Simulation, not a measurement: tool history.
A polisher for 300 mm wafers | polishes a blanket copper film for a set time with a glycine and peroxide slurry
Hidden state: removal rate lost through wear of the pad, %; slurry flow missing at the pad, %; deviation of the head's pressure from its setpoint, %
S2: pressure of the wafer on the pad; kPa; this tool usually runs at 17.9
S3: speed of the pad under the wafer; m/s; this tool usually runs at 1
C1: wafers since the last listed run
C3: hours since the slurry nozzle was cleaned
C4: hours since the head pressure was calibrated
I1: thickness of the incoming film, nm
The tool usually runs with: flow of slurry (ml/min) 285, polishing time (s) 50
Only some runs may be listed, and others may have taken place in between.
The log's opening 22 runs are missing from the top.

At day 61.242: slurry nozzle cleaned.
Run 23, day 63.212: usual settings but S2 15.9 kPa, S3 0.66 m/s, polishing time (s) 38; C1 1054; wafers polished on this pad 4501; C3 47.3; C4 979; I1 2194.1. Result: film removed (angstrom) 1031.
At day 66.746: worn pad replaced by a new one.
Run 24, day 67.404: usual settings; C1 1078; wafers polished on this pad 176; C3 147.9; C4 1079.6; I1 2204.8. Result: film removed (angstrom) 2154.
Run 25, day 70.983: usual settings but flow of slurry (ml/min) 190; C1 959; wafers polished on this pad 1136; C3 233.8; C4 1165.5; I1 2208.3. Result: film removed (angstrom) 2069.
Run 26, day 75.179: usual settings; C1 1124; wafers polished on this pad 2260; C3 334.5; C4 1266.2; I1 2180.3. Result: film removed (angstrom) 2135.
Run 27, day 79.562: usual settings but polishing time (s) 44; C1 1174; wafers polished on this pad 3435; C3 439.7; C4 1371.4; I1 2180.7. Result: film removed (angstrom) 1805.
At day 83.438: head pressure recalibrated.
At day 85.083: slurry nozzle cleaned.
Run 28, day 91.479: usual settings; C1 3160; wafers polished on this pad 6596; C3 153.5; C4 193; I1 2155. Result: film removed (angstrom) 1978.
At day 92.175: worn pad replaced by a new one.
Run 29, day 94.675: usual settings; C1 811; wafers polished on this pad 669; C3 230.2; C4 269.7; I1 2157.5. Result: film removed (angstrom) 2115.
Run 30, day 96.475: usual settings; C1 482; wafers polished on this pad 1152; C3 273.4; C4 312.9; I1 2172.4. Result: film removed (angstrom) 2118.
Run 31, day 100.733: usual settings but flow of slurry (ml/min) 245, S2 15.2 kPa; C1 1141; wafers polished on this pad 2293; C3 375.6; C4 415.1; I1 2182. Result: film removed (angstrom) 1807.
Run 32, day 105.558: usual settings; C1 1293; wafers polished on this pad 3586; C3 491.4; C4 530.9; I1 2187.9. Result: film removed (angstrom) 2115.
At day 105.883: slurry nozzle cleaned.
Run 33, day 108.704: usual settings but flow of slurry (ml/min) 370, S3 1.1 m/s; C1 832; wafers polished on this pad 4419; C3 67.7; C4 606.4; I1 2175.4. Result: film removed (angstrom) 2282.
Run 34, day 112.75: usual settings but polishing time (s) 43; C1 1084; wafers polished on this pad 5503; C3 164.8; C4 703.5; I1 2187.4. Result: film removed (angstrom) 1737.
Run 35, day 116.304: usual settings but flow of slurry (ml/min) 205; C1 952; wafers polished on this pad 6456; C3 250.1; C4 788.8; I1 2194. Result: film removed (angstrom) 1901.
Run 36, day 118.783: usual settings; C1 664; wafers polished on this pad 7120; C3 309.6; C4 848.3; I1 2220.1. Result: film removed (angstrom) 1909.

Below are 5 alternative next runs, each starting from the tool's condition after run 36. Predict each:
Run A, day 118.8: usual settings but flow of slurry (ml/min) 340; C1 4; wafers polished on this pad 7125; C3 310; C4 848.7; I1 2178.8. Result: film removed (angstrom) ?.
Run B, day 118.8: usual settings but flow of slurry (ml/min) 245, S3 0.7 m/s, polishing time (s) 66; C1 4; wafers polished on this pad 7125; C3 310; C4 848.7; I1 2178.8. Result: film removed (angstrom) ?.
Run C, day 118.8: usual settings but flow of slurry (ml/min) 255, S3 1.3 m/s; C1 4; wafers polished on this pad 7125; C3 310; C4 848.7; I1 2178.8. Result: film removed (angstrom) ?.
Run D, day 118.8: usual settings but flow of slurry (ml/min) 350, S2 11.7 kPa; C1 4; wafers polished on this pad 7125; C3 310; C4 848.7; I1 2178.8. Result: film removed (angstrom) ?.
Run E, day 118.8: usual settings but flow of slurry (ml/min) 250, S3 1.34 m/s; C1 4; wafers polished on this pad 7125; C3 310; C4 848.7; I1 2178.8. Result: film removed (angstrom) ?.

run  film removed (angstrom)
  A                     1960
  B                     1894
  C                     2373
  D                     1411
  E                     2430
The same runs, with their run-to-run variation unchanged, on a tool lacking any hidden condition would have given:
run  film removed (angstrom)
  A                     2167
  B                     2093
  C                     2623
  D                     1560
  E                     2686
